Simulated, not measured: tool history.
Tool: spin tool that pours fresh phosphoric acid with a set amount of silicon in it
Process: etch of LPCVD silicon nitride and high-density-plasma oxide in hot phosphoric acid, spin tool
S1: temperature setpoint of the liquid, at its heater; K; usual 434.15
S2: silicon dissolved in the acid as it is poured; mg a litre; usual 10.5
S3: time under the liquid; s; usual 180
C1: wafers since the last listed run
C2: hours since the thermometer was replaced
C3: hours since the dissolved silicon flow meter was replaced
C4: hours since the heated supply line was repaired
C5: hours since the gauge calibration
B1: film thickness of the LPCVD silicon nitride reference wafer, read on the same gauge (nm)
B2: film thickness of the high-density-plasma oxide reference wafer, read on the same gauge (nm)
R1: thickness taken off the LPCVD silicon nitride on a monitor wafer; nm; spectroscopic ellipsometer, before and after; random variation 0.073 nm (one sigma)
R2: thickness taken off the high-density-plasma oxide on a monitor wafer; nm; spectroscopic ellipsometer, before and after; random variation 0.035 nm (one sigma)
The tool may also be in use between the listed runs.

run 1 day=0 | S1=434.15 S2=8.5 S3=180 | C1=0 C2=140.1 C3=1444.7 C4=457 C5=968.5 | B1=110.02 B2=149.942 | R1=14.27 R2=0.767
run 2 day=4.188 | S1=434.15 S2=10.5 S3=180 | C1=675 C2=240.6 C3=1545.2 C4=557.5 C5=1069 | B1=109.97 B2=150.04 | R1=14.29 R2=0.705
run 3 day=8.604 | S1=432.65 S2=4.5 S3=180 | C1=712 C2=346.6 C3=1651.2 C4=663.5 C5=1175 | B1=110.01 B2=150.014 | R1=13.43 R2=0.68
-- day=11.296 heated supply line repaired
run 4 day=11.633 | S1=434.15 S2=10.5 S3=180 | C1=481 C2=419.3 C3=1723.9 C4=8.1 C5=1247.7 | B1=110.01 B2=149.974 | R1=14.23 R2=0.718
run 5 day=15.112 | S1=432.15 S2=10.5 S3=180 | C1=560 C2=502.8 C3=1807.4 C4=91.6 C5=1331.2 | B1=110.02 B2=150.027 | R1=13.1 R2=0.579
run 6 day=18.433 | S1=436.15 S2=13.5 S3=225 | C1=535 C2=582.5 C3=1887.1 C4=171.3 C5=1410.9 | B1=109.99 B2=150.02 | R1=18.69 R2=0.963
run 7 day=20.088 | S1=432.15 S2=3.5 S3=280 | C1=266 C2=622.2 C3=1926.8 C4=211 C5=1450.6 | B1=109.97 B2=150.021 | R1=20.12 R2=1.058
-- day=29.862 gauge calibrated
run 8 day=32.721 | S1=431.65 S2=17.5 S3=180 | C1=2036 C2=925.4 C3=2230 C4=514.2 C5=68.6 | B1=109.99 B2=149.986 | R1=12.57 R2=0.424
-- day=35.608 dissolved silicon flow meter replaced
run 9 day=35.696 | S1=434.15 S2=6 S3=180 | C1=472 C2=996.8 C3=2.1 C4=585.6 C5=140 | B1=109.99 B2=150.017 | R1=13.64 R2=0.644
-- day=37.35 thermometer replaced
run 10 day=40.162 | S1=436.65 S2=3 S3=110 | C1=713 C2=67.5 C3=109.3 C4=692.8 C5=247.2 | B1=110 B2=150.016 | R1=9.58 R2=0.602
run 11 day=42.883 | S1=431.15 S2=10.5 S3=180 | C1=438 C2=132.8 C3=174.6 C4=758.1 C5=312.5 | B1=109.97 B2=149.952 | R1=13.03 R2=0.518
run 12 day=45.667 | S1=434.15 S2=10.5 S3=180 | C1=448 C2=199.6 C3=241.4 C4=824.9 C5=379.3 | B1=110.02 B2=150.045 | R1=14.52 R2=0.697
-- day=45.833 heated supply line repaired
run 13 day=48.542 | S1=436.15 S2=18 S3=120 | C1=456 C2=268.6 C3=310.4 C4=65 C5=448.3 | B1=110 B2=150.035 | R1=10.2 R2=0.428
run 14 day=51.325 | S1=431.65 S2=18 S3=180 | C1=448 C2=335.4 C3=377.2 C4=131.8 C5=515.1 | B1=110.02 B2=150.007 | R1=13.1 R2=0.501
run 15 day=55.617 | S1=431.65 S2=18 S3=180 | C1=691 C2=438.4 C3=480.2 C4=234.8 C5=618.1 | B1=110 B2=149.995 | R1=12.95 R2=0.486
run 16 day=57.129 | S1=436.65 S2=8 S3=275 | C1=243 C2=474.7 C3=516.5 C4=271.1 C5=654.4 | B1=110.02 B2=149.958 | R1=23.48 R2=1.33
run 17 day=59.562 | S1=434.15 S2=10.5 S3=180 | C1=392 C2=533.1 C3=574.9 C4=329.5 C5=712.8 | B1=110 B2=149.981 | R1=14.17 R2=0.706
run 18 day=63.225 | S1=436.65 S2=15.5 S3=135 | C1=590 C2=621 C3=662.8 C4=417.4 C5=800.7 | B1=109.99 B2=149.999 | R1=11.51 R2=0.54
run 19 day=65.683 | S1=433.15 S2=18 S3=180 | C1=396 C2=680 C3=721.8 C4=476.4 C5=859.7 | B1=110.03 B2=150.025 | R1=13.53 R2=0.488
run 20 day=68.512 | S1=435.15 S2=18 S3=85 | C1=456 C2=747.9 C3=789.7 C4=544.3 C5=927.6 | B1=110.03 B2=150.004 | R1=6.87 R2=0.286
run 21 day=71.375 | S1=434.15 S2=10.5 S3=260 | C1=461 C2=816.6 C3=858.4 C4=613 C5=996.3 | B1=110 B2=149.951 | R1=20.06 R2=0.979
run 22 day=75.238 | S1=431.15 S2=6.5 S3=150 | C1=622 C2=909.3 C3=951.1 C4=705.7 C5=1089 | B1=109.99 B2=150.05 | R1=10.38 R2=0.475

Some steps in R1 between neighbouring runs. How much of each would the tool show without its hidden state too (settings, what came in, random variation), and how much is left for the hidden state, with any gauge scatter that isn't in both results?
The hidden state here: liquid colder than its thermometer reads (K); dissolved silicon flow below the setpoint (%); temperature lost on the way to the wafer (K); gauge reads high (%).
Run 9 -> 10: S1 434.15 -> 436.65, S2 6 -> 3, S3 180 -> 110, thermometer replaced. R1 -4.06 nm: hidden state +0.83, all else -4.89.
Run 15 -> 16: S1 431.65 -> 436.65, S2 18 -> 8, S3 180 -> 275. R1 +10.53 nm: hidden state -0.3, all else +10.83.
Run 20 -> 21: S1 435.15 -> 434.15, S2 18 -> 10.5, S3 85 -> 260. R1 +13.19 nm: hidden state -0.64, all else +13.83.

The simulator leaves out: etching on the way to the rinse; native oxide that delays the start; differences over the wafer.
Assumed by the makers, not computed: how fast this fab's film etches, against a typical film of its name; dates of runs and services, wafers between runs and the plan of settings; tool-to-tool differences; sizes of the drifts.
